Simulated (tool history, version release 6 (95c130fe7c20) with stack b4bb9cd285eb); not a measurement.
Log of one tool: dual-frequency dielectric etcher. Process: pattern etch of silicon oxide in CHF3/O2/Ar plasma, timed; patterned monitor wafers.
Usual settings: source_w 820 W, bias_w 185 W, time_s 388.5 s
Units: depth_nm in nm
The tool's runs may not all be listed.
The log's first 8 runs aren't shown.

run,hour,source_w,bias_w,time_s,wafers since the last listed run,hours since the last wet clean,hours since the last source power generator calibration,hours since the last bias power generator calibration,hours since the last upper electrode change,hours since the gauge calibration,"read-back reference wafer on the same gauge, depth_nm",depth_nm
9,412.1,820,230,388.5,108,21.7,2857.2,3259.5,1529.0,263.5,825.8,1011.2
10,462.1,820,185,388.5,255,71.7,2907.2,3309.5,1579.0,313.5,826.1,911.8
11,507.5,640,160,388.5,232,117.1,2952.6,3354.9,1624.4,358.9,826.1,718.2
# hour 532.7: bias power generator calibrated
12,559.1,750,185,388.5,243,168.7,3004.2,26.4,1676.0,410.5,826.1,869.7
13,611.3,960,225,388.5,267,220.9,3056.4,78.6,1728.2,462.7,827.0,1115.2
14,683.2,950,223,488.5,368,292.8,3128.3,150.5,1800.1,534.6,826.2,1397.8
15,751.4,820,185,450.5,349,361.0,3196.5,218.7,1868.3,602.8,826.5,1086.4
16,782.7,820,143,287.0,160,392.3,3227.8,250.0,1899.6,634.1,826.3,597.2
# hour 791.3: source power generator calibrated
# hour 880.6: wet clean of the chamber
17,896.5,720,185,426.0,439,15.9,105.2,363.8,2013.4,747.9,825.4,926.8
18,931.1,820,185,388.5,177,50.5,139.8,398.4,2048.0,782.5,825.7,918.1
19,997.3,1010,209,480.5,338,116.7,206.0,464.6,2114.2,848.7,826.0,1369.4
# hour 1024.3: upper electrode replaced
20,1066.2,1010,209,480.5,229,185.6,274.9,533.5,41.9,917.6,826.4,1373.3
21,1131.2,820,206,462.5,332,250.6,339.9,598.5,106.9,982.6,825.3,1170.4
22,1172.1,920,197,388.5,209,291.5,380.8,639.4,147.8,1023.5,826.4,1035.6
23,1315.3,720,185,388.5,733,434.7,524.0,782.6,291.0,1166.7,826.1,870.2
24,1375.4,820,172,388.5,307,494.8,584.1,842.7,351.1,1226.8,826.2,912.5
# hour 1409.3: wet clean of the chamber
25,1409.8,820,185,338.5,53,0.5,618.5,877.1,385.5,1261.2,826.3,795.9
26,1449.7,820,185,388.5,204,40.4,658.4,917.0,425.4,1301.1,826.4,914.7
27,1473.8,820,209,388.5,123,64.5,682.5,941.1,449.5,1325.2,826.4,977.3
28,1502.0,900,185,341.5,144,92.7,710.7,969.3,477.7,1353.4,826.1,854.3
29,1557.0,950,204,291.5,281,147.7,765.7,1024.3,532.7,1408.4,826.7,791.5
30,1622.1,680,199,309.0,333,212.8,830.8,1089.4,597.8,1473.5,826.2,677.3

Forecast each of these 3 alternatives for the next run:
A,1622.6,880,185,388.5,2,213.3,831.3,1089.9,598.3,1474.0,?,?
B,1622.6,1020,171,354.5,2,213.3,831.3,1089.9,598.3,1474.0,?,?
C,1622.6,820,220,388.5,2,213.3,831.3,1089.9,598.3,1474.0,?,?

run,"read-back reference wafer on the same gauge, depth_nm",depth_nm
A,825.7,971.1
B,825.7,926.4
C,825.7,1016.1
Without the tool's hidden state the same runs would have given:
run,depth_nm
A,956.5
B,912.5
C,1000.9

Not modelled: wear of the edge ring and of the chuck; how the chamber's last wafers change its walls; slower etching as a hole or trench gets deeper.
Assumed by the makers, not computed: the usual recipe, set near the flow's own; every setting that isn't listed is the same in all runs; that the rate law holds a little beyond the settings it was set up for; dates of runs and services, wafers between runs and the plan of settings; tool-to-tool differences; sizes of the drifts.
